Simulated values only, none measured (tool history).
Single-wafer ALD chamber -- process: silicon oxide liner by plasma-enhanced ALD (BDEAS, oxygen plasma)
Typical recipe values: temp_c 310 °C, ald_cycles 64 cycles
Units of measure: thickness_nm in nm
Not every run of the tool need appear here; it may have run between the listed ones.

run    hour  temp_c  ald_cycles  wafers since the last listed run  hours since the last thermocouple change  hours since the gauge calibration  read-back reference wafer on the same gauge, thickness_nm  thickness_nm
  1       0     310          64                                 0                                       738                             1835.9                                                      5.913         6.221
  2   102.6     310          64                               699                                     840.6                             1938.5                                                      5.911         6.192
      140.3  -- thermocouple changed; heater temperature recalibrated
  3   197.8     310          64                               594                                      57.5                             2033.7                                                       5.91         6.226
  4   241.1     310          69                               295                                     100.8                               2077                                                      5.912         6.726
  5   299.4     310          69                               397                                     159.1                             2135.3                                                      5.911         6.669
  6   381.7     310          73                               561                                     241.4                             2217.6                                                      5.912         7.132
  7   456.3     310          64                               508                                       316                             2292.2                                                       5.91         6.212
  8   645.9     310          64                              1293                                     505.6                             2481.8                                                      5.909         6.207
  9   705.4     310          64                               405                                     565.1                             2541.3                                                      5.908         6.229
 10   798.4     310          64                               634                                     658.1                             2634.3                                                       5.91         6.181
 11   853.4     310          64                               375                                     713.1                             2689.3                                                       5.91         6.219
 12   958.7     310          64                               718                                     818.4                             2794.6                                                      5.911         6.176
 13   998.3     310          64                               270                                       858                             2834.2                                                      5.911          6.19
     1041.8  -- thermocouple changed; heater temperature recalibrated
 14  1266.1     310          64                              1771                                     224.3                               3102                                                       5.91         6.284
 15  1336.8     310          64                               482                                       295                             3172.7                                                      5.909         6.313
 16  1432.4     310          64                               652                                     390.6                             3268.3                                                      5.909         6.267
 17  1535.1     310          64                               700                                     493.3                               3371                                                      5.908         6.303
 18  1588.7     310          68                               365                                     546.9                             3424.6                                                       5.91         6.698
 19  1649.5     310          68                               414                                     607.7                             3485.4                                                      5.909         6.675
     1680.2  -- thermocouple changed; heater temperature recalibrated, repeated, since the last time left the tool worse
 20    1806     310          68                              1012                                     125.8                             3641.9                                                      5.911         6.616
 21  1851.2     310          64                               308                                       171                             3687.1                                                       5.91         6.228
 22  1936.7     310          64                               583                                     256.5                             3772.6                                                      5.909         6.235
 23  2039.9     314          75                               703                                     359.7                             3875.8                                                      5.911         7.273
 24  2078.9     321          53                               265                                     398.7                             3914.8                                                      5.907         5.073
 25    2169     310          64                               614                                     488.8                             4004.9                                                      5.909         6.221
 26  2265.3     319          77                               656                                     585.1                             4101.2                                                       5.91         7.357
 27  2379.6     310          57                               779                                     699.4                             4215.5                                                      5.913         5.527
     2459.9  -- gauge calibrated
 28  2488.9     299          71                               745                                     808.7                                 29                                                      5.907         6.993
 29    2534     310          64                               307                                     853.8                               74.1                                                       5.91         6.171
     2551.6  -- thermocouple changed; heater temperature recalibrated
 30  2586.6     321          64                               304                                        35                              126.7                                                      5.909         6.111
 31  2679.7     310          64                               634                                     128.1                              219.8                                                      5.912         6.222
 32  2754.7     318          56                               511                                     203.1                              294.8                                                      5.911         5.379
 33  2803.4     325          53                               332                                     251.8                              343.5                                                       5.91          5.02
 34  2907.7     297          54                               711                                     356.1                              447.8                                                      5.909          5.38
 35  2981.3     302          55                               501                                     429.7                              521.4                                                       5.91         5.415
 36  3081.5     310          64                               683                                     529.9                              621.6                                                      5.912         6.191
 37  3123.3     323          72                               285                                     571.7                              663.4                                                      5.912         6.847
 38  3209.7     306          52                               589                                     658.1                              749.8                                                       5.91         5.059
 39  3258.3     310          75                               331                                     706.7                              798.4                                                      5.908         7.275
 40  3307.5     317          74                               335                                     755.9                              847.6                                                      5.911         7.092
     3414.5  -- thermocouple changed; heater temperature recalibrated
 41  3483.9     320          64                              1148                                      69.4                               1024                                                       5.91         6.127
 42  3520.4     315          57                               248                                     105.9                             1060.5                                                      5.909         5.491
 43  3557.8     324          73                               255                                     143.3                             1097.9                                                       5.91         6.969
 44  3606.4     295          60                               331                                     191.9                             1146.5                                                      5.912         6.055

Branching from run 44: 4 alternative next runs. What would each branch give?
  A  3606.9     310          64                                 3                                     192.4                               1147                                                          ?             ?
  B  3606.9     297          53                                 3                                     192.4                               1147                                                          ?             ?
  C  3606.9     321          73                                 3                                     192.4                               1147                                                          ?             ?
  D  3606.9     310          53                                 3                                     192.4                               1147                                                          ?             ?

run  read-back reference wafer on the same gauge, thickness_nm  thickness_nm
  A                                                      5.909          6.23
  B                                                      5.909         5.307
  C                                                      5.909         6.981
  D                                                      5.909         5.159
Without the tool's unlogged condition, the same runs would have read:
run  thickness_nm
  A         6.242
  B         5.333
  C         6.994
  D         5.169

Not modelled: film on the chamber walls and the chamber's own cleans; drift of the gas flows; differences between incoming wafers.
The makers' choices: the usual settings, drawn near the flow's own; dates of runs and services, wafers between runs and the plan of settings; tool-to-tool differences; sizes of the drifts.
